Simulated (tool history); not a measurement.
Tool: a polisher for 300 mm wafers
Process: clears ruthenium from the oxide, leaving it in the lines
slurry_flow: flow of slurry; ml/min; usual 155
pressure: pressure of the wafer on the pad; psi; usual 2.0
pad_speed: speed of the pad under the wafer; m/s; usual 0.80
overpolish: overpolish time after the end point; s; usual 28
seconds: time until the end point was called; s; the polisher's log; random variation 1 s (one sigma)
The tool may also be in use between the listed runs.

| run | day | slurry_flow | pressure | pad_speed | overpolish | incoming thickness of the incoming film, nm | seconds |
|---|---|---|---|---|---|---|---|
| 1 | 0.000 | 155 | 2.0 | 0.80 | 28 | 69.0 | 64.6 |
| 2 | 5.208 | 155 | 2.0 | 0.80 | 28 | 70.9 | 66.9 |
| 3 | 7.346 | 155 | 2.0 | 0.80 | 28 | 71.1 | 68.0 |
| 4 | 10.483 | 155 | 2.0 | 0.80 | 38 | 69.0 | 64.9 |
| 5 | 14.825 | 155 | 2.0 | 0.80 | 38 | 71.4 | 65.6 |
| 6 | 18.512 | 155 | 2.2 | 0.80 | 28 | 70.9 | 61.2 |
| 7 | 21.971 | 155 | 2.2 | 0.80 | 28 | 70.5 | 60.9 |
| 8 | 25.325 | 155 | 2.2 | 0.80 | 28 | 69.1 | 59.2 |
| 9 | 29.562 | 185 | 2.0 | 0.80 | 28 | 70.9 | 63.3 |
| 10 | 33.804 | 170 | 2.0 | 0.80 | 28 | 69.7 | 64.8 |
| 11 | 36.046 | 155 | 2.0 | 0.80 | 28 | 70.0 | 65.1 |
| 12 | 39.600 | 155 | 2.0 | 0.80 | 28 | 70.0 | 65.1 |
| 13 | 42.862 | 155 | 2.0 | 0.80 | 28 | 70.2 | 64.1 |
| 14 | 44.692 | 155 | 2.3 | 0.62 | 28 | 71.3 | 74.9 |
| 15 | 49.017 | 155 | 2.0 | 0.80 | 28 | 70.4 | 65.0 |
| 16 | 50.883 | 155 | 2.0 | 0.68 | 28 | 70.0 | 76.4 |
| 17 | 53.583 | 155 | 2.0 | 0.80 | 28 | 69.5 | 62.3 |
| 18 | 57.438 | 155 | 2.0 | 0.80 | 28 | 69.7 | 65.2 |
| 19 | 61.938 | 155 | 2.0 | 0.80 | 28 | 70.4 | 64.3 |
| 20 | 65.858 | 155 | 2.5 | 1.00 | 23 | 69.5 | 43.1 |
| 21 | 68.033 | 110 | 2.0 | 0.72 | 37 | 70.2 | 76.0 |
| 22 | 71.242 | 130 | 1.5 | 0.80 | 17 | 69.5 | 87.2 |
| 23 | 78.792 | 155 | 2.0 | 0.80 | 28 | 70.1 | 65.1 |
| 24 | 81.183 | 155 | 1.4 | 0.80 | 28 | 69.8 | 87.0 |
| 25 | 84.800 | 135 | 1.3 | 0.88 | 39 | 69.5 | 84.9 |
| 26 | 86.771 | 140 | 2.6 | 1.00 | 28 | 70.0 | 41.9 |
| 27 | 88.633 | 155 | 2.0 | 0.60 | 37 | 70.8 | 87.8 |
| 28 | 90.400 | 155 | 2.0 | 0.80 | 28 | 69.0 | 62.3 |
| 29 | 94.088 | 155 | 2.0 | 0.80 | 28 | 70.7 | 65.9 |
| 30 | 97.462 | 180 | 2.4 | 0.70 | 28 | 69.0 | 60.2 |
| 31 | 100.262 | 155 | 1.4 | 0.80 | 21 | 69.3 | 87.7 |
| 32 | 102.671 | 155 | 2.6 | 0.80 | 28 | 69.4 | 51.5 |
| 33 | 104.679 | 190 | 2.7 | 0.80 | 16 | 70.8 | 47.9 |
| 34 | 108.204 | 155 | 2.0 | 0.80 | 28 | 70.2 | 65.3 |
| 35 | 112.479 | 155 | 2.0 | 0.80 | 28 | 69.6 | 61.9 |
| 36 | 114.725 | 155 | 2.0 | 0.80 | 28 | 69.7 | 64.1 |
| 37 | 116.225 | 175 | 1.6 | 0.80 | 28 | 69.4 | 73.8 |

Taken out of this log: 12 entries between the listed runs. Where each belongs, and how the hidden state differs across it:
Between runs 3 and 4: worn pad replaced by a new one (day 9.104)
  no hidden state differs between the two runs
Between runs 4 and 5: head pressure recalibrated (day 11.675)
  no hidden state differs between the two runs
Between runs 7 and 8: slurry nozzle cleaned (day 23.446)
  no hidden state differs between the two runs
Between runs 11 and 12: head pressure recalibrated (day 37.667)
  no hidden state differs between the two runs
Between runs 12 and 13: worn pad replaced by a new one (day 41.850)
  no hidden state differs between the two runs
Between runs 15 and 16: slurry nozzle cleaned (day 49.412)
  no hidden state differs between the two runs
Between runs 19 and 20: head pressure recalibrated (day 65.300)
  no hidden state differs between the two runs
Between runs 22 and 23: worn pad replaced by a new one (day 72.800)
  no hidden state differs between the two runs
Between runs 23 and 24: slurry nozzle cleaned (day 79.050)
  no hidden state differs between the two runs
Between runs 28 and 29: head pressure recalibrated (day 92.367)
  no hidden state differs between the two runs
Between runs 30 and 31: worn pad replaced by a new one (day 99.867)
  no hidden state differs between the two runs
Between runs 33 and 34: slurry nozzle cleaned (day 105.842)
  no hidden state differs between the two runs

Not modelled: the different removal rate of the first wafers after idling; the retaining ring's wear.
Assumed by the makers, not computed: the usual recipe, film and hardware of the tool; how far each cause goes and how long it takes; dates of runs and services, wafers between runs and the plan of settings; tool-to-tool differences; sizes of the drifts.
